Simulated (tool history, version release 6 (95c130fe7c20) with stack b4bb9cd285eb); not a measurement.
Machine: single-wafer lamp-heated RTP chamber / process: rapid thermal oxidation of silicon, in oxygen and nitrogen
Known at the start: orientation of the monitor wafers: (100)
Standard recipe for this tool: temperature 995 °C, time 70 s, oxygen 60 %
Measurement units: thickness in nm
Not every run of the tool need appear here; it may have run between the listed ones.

| run | hour | temperature | time | oxygen | read-back reference wafer on the same gauge, thickness | thickness |
|---|---|---|---|---|---|---|
| 1 | 0.0 | 995 | 48 | 43 | 4.788 | 3.933 |
| 2 | 9.0 | 995 | 48 | 43 | 4.782 | 3.935 |
| 3 | 18.3 | 995 | 48 | 43 | 4.782 | 3.959 |
| 4 | 32.8 | 995 | 70 | 60 | 4.779 | 5.124 |
| 5 | 41.4 | 995 | 70 | 60 | 4.781 | 5.116 |
| 6 | 56.8 | 995 | 70 | 60 | 4.776 | 5.151 |
| 7 | 66.0 | 995 | 70 | 60 | 4.786 | 5.102 |
| 8 | 74.3 | 995 | 70 | 60 | 4.788 | 5.074 |
| 9 | 82.0 | 995 | 70 | 60 | 4.785 | 5.173 |
| 10 | 92.9 | 995 | 70 | 60 | 4.785 | 5.164 |
|  | 103.6 | oxygen flow controller replaced |
| 11 | 104.1 | 1004 | 84 | 76 | 4.784 | 6.428 |
| 12 | 115.7 | 995 | 70 | 60 | 4.777 | 5.122 |
|  | 128.7 | pyrometer window cleaned and pyrometer calibrated |
| 13 | 130.6 | 995 | 70 | 60 | 4.783 | 5.131 |
| 14 | 144.8 | 1016 | 55 | 51 | 4.782 | 5.070 |
| 15 | 151.9 | 995 | 103 | 47 | 4.782 | 5.582 |
| 16 | 159.8 | 995 | 70 | 60 | 4.781 | 5.133 |
|  | 161.3 | gauge calibrated |
| 17 | 177.1 | 981 | 92 | 84 | 4.782 | 5.870 |
| 18 | 192.8 | 1003 | 36 | 83 | 4.774 | 4.587 |
| 19 | 201.9 | 980 | 52 | 81 | 4.787 | 4.525 |
| 20 | 208.0 | 995 | 70 | 60 | 4.783 | 5.078 |
| 21 | 221.2 | 1023 | 98 | 60 | 4.777 | 7.250 |

Run-by-run hidden state of the tool:
true wafer temperature minus pyrometer reading, K: 0, the same for each run
deviation of the oxygen flow from its setpoint, %: 0, the same for each run
gauge reads high (%): 0, the same for each run
